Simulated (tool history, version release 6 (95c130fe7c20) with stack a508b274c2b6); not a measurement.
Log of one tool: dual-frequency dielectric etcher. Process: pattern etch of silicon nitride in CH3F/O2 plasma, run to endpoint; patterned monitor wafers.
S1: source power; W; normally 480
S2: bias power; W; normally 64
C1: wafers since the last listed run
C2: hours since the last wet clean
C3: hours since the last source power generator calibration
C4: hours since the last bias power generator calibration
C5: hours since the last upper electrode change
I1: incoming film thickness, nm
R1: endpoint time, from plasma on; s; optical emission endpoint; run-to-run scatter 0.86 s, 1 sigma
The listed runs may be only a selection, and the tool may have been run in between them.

run	hour	S1	S2	C1	C2	C3	C4	C5	I1	R1
1	0.0	480	64	0	264.9	3142.1	2894.1	4823.4	93.9	101.4
2	23.7	480	64	120	288.6	3165.8	2917.8	4847.1	93.1	101.1
3	119.3	540	64	487	384.2	3261.4	3013.4	4942.7	93.8	95.3
4	151.9	540	64	166	416.8	3294.0	3046.0	4975.3	92.6	94.2
5	179.1	540	64	138	444.0	3321.2	3073.2	5002.5	92.7	93.6
6	195.1	420	64	81	460.0	3337.2	3089.2	5018.5	92.7	109.9
7	219.6	420	64	124	484.5	3361.7	3113.7	5043.0	92.4	110.1
8	239.7	420	64	102	504.6	3381.8	3133.8	5063.1	93.0	111.7
# hour 247.0: source power generator calibrated
9	270.1	480	69	134	535.0	23.1	3164.2	5093.5	92.9	101.0
10	288.2	480	69	92	553.1	41.2	3182.3	5111.6	93.6	100.4
11	311.7	480	69	119	576.6	64.7	3205.8	5135.1	93.8	101.3
12	323.7	450	53	61	588.6	76.7	3217.8	5147.1	93.1	114.4
# hour 341.7: bias power generator calibrated
# hour 358.0: wet clean of the chamber
13	358.5	480	64	73	0.5	111.5	16.8	5181.9	93.3	93.4
14	378.5	370	80	101	20.5	131.5	36.8	5201.9	93.1	101.1
15	411.2	530	58	166	53.2	164.2	69.5	5234.6	93.3	92.3
16	446.0	360	71	177	88.0	199.0	104.3	5269.4	92.7	109.2
# hour 498.7: wet clean of the chamber, repeated, since the last time left the tool worse
# hour 518.5: upper electrode replaced
17	519.0	480	64	148	20.3	272.0	177.3	0.5	93.2	99.2
18	519.4	510	72	2	20.7	272.4	177.7	0.9	93.2	91.5
19	540.2	590	73	105	41.5	293.2	198.5	21.7	92.8	85.5
20	563.3	450	64	117	64.6	316.3	221.6	44.8	94.5	105.0
21	582.0	540	64	95	83.3	335.0	240.3	63.5	94.0	93.9
22	594.1	540	69	61	95.4	347.1	252.4	75.6	92.4	91.3
23	624.5	550	75	154	125.8	377.5	282.8	106.0	93.4	86.5
24	657.0	430	50	165	158.3	410.0	315.3	138.5	93.5	116.4
25	675.7	480	64	95	177.0	428.7	334.0	157.2	94.0	101.1
26	694.5	550	64	95	195.8	447.5	352.8	176.0	93.1	93.5

What differs in the tool's unlogged condition from the final listed run ahead of each entry between runs to the first listed run following it?
Run 8 -> run 9: source power generator calibrated (hour 247.0)
  etch rate over this chamber's usual, %: -2.93 -> -3.12
  measured minus no-state result, R1: +3.3 -> +3.2 s
Run 12 -> run 13: bias power generator calibrated (hour 341.7); wet clean of the chamber (hour 358.0)
  etch rate over this chamber's usual, %: -3.45 -> 6.9
  measured minus no-state result, R1: +3.9 -> -6.5 s
Run 16 -> run 17: wet clean of the chamber, repeated, since the last time left the tool worse (hour 498.7); upper electrode replaced (hour 518.5)
  etch rate over this chamber's usual, %: 6.35 -> 0.15
  measured minus no-state result, R1: -7.0 -> -0.2 s

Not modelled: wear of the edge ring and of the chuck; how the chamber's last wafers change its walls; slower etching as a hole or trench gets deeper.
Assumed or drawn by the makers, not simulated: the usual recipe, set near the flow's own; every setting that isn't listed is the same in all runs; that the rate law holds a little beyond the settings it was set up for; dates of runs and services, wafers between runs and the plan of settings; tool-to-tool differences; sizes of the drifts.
